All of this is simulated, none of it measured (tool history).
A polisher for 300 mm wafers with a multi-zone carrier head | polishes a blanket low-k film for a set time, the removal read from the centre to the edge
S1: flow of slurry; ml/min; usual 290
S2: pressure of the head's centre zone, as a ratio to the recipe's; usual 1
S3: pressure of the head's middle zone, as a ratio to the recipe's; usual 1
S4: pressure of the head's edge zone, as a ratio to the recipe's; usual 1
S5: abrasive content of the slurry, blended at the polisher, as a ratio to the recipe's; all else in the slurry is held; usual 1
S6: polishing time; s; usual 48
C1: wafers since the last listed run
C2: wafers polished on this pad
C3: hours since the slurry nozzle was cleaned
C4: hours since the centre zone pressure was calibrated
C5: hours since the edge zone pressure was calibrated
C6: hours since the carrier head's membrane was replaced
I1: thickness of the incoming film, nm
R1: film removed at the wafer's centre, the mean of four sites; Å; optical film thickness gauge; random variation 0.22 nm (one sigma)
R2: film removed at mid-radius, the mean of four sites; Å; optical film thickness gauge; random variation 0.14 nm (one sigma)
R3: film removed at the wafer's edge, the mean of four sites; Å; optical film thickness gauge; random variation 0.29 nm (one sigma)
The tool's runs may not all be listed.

run,hour,S1,S2,S3,S4,S5,S6,C1,C2,C3,C4,C5,C6,I1,R1,R2,R3
1,0,290,1,1,1,1,48,0,1062,156.6,724,45.1,163.4,566.3,221,193,193
2,31.1,290,1,1,1,1,48,295,1358,187.7,755.1,76.2,194.5,568.9,220,193,194
3,49.8,290,1.1,1,1,1,48,177,1536,206.4,773.8,94.9,213.2,568.4,241,192,191
4,84,345,1,1,1,1,48,325,1861,240.6,808,129.1,247.4,577.2,227,197,199
# hour 104.2: worn pad replaced by a new one
5,104.7,340,1,1,0.89,0.9,48,158,4,261.3,828.7,149.8,268.1,561.8,213,191,182
6,137.5,290,1,1,1,1,48,311,316,294.1,861.5,182.6,300.9,575.6,222,196,199
7,150.1,290,0.95,1.04,1,1,48,119,436,306.7,874.1,195.2,313.5,573.4,213,200,194
8,184.1,290,1,1.06,1,1,48,323,759,340.7,908.1,229.2,347.5,569.9,220,204,196
9,214.7,290,1,1,1,1,48,290,1050,371.3,938.7,259.8,378.1,567.9,226,190,199
# hour 225.6: centre zone pressure recalibrated
10,233.6,290,1,1,1,1,48,160,1211,390.2,8,278.7,397,561.3,195,195,194
11,268.4,365,1.08,1.1,0.94,1,48,330,1542,425,42.8,313.5,431.8,576.7,221,213,191
12,292.2,290,1,0.96,1.1,1,48,226,1768,448.8,66.6,337.3,455.6,557.8,196,187,209
# hour 327.3: worn pad replaced by a new one
13,356.8,315,1,0.89,1,1,48,576,280,513.4,131.2,401.9,520.2,557.7,211,177,200
14,381.1,370,1.1,1,1,1.2,48,231,511,537.7,155.5,426.2,544.5,571.5,246,207,211
15,397.7,290,1.1,1,1,0.85,62,157,669,554.3,172.1,442.8,561.1,569.8,277,238,237
# hour 399.9: slurry nozzle cleaned
16,421.3,290,1,1.06,1,0.9,63,214,884,21.4,195.7,466.4,584.7,573.4,264,258,252
17,445.5,290,0.89,1.1,1,1,48,230,1114,45.6,219.9,490.6,608.9,569.9,186,209,194
18,473.6,290,1,1.07,1,1,48,267,1381,73.7,248,518.7,637,566.7,207,203,197
19,506.1,290,1,1.07,1,1.3,48,309,1690,106.2,280.5,551.2,669.5,565.7,230,222,206
# hour 532.8: worn pad replaced by a new one
20,533.3,290,1,1,1,1,48,220,5,133.4,307.7,578.4,696.7,567.5,212,195,188
21,555.9,290,1.06,1,1,1,48,214,219,156,330.3,601,719.3,572.6,223,194,190

Forecast each of these 5 alternatives for the next run:
A,556.3,290,1,1,1,1,48,3,223,156.4,330.7,601.4,719.7,569.5,?,?,?
B,556.3,290,1,0.93,1.09,1,55,3,223,156.4,330.7,601.4,719.7,569.5,?,?,?
C,556.3,355,1.04,1,1.12,1.15,48,3,223,156.4,330.7,601.4,719.7,569.5,?,?,?
D,556.3,290,1,1.04,1,1,48,3,223,156.4,330.7,601.4,719.7,569.5,?,?,?
E,556.3,290,1,1,1,0.9,48,3,223,156.4,330.7,601.4,719.7,569.5,?,?,?

run,R1,R2,R3
A,210,195,193
B,240,210,231
C,232,208,216
D,210,202,193
E,203,189,187
Without the tool's hidden state the same runs would have given:
run,R1,R2,R3
A,197,195,193
B,225,210,231
C,217,208,216
D,197,202,193
E,190,189,187

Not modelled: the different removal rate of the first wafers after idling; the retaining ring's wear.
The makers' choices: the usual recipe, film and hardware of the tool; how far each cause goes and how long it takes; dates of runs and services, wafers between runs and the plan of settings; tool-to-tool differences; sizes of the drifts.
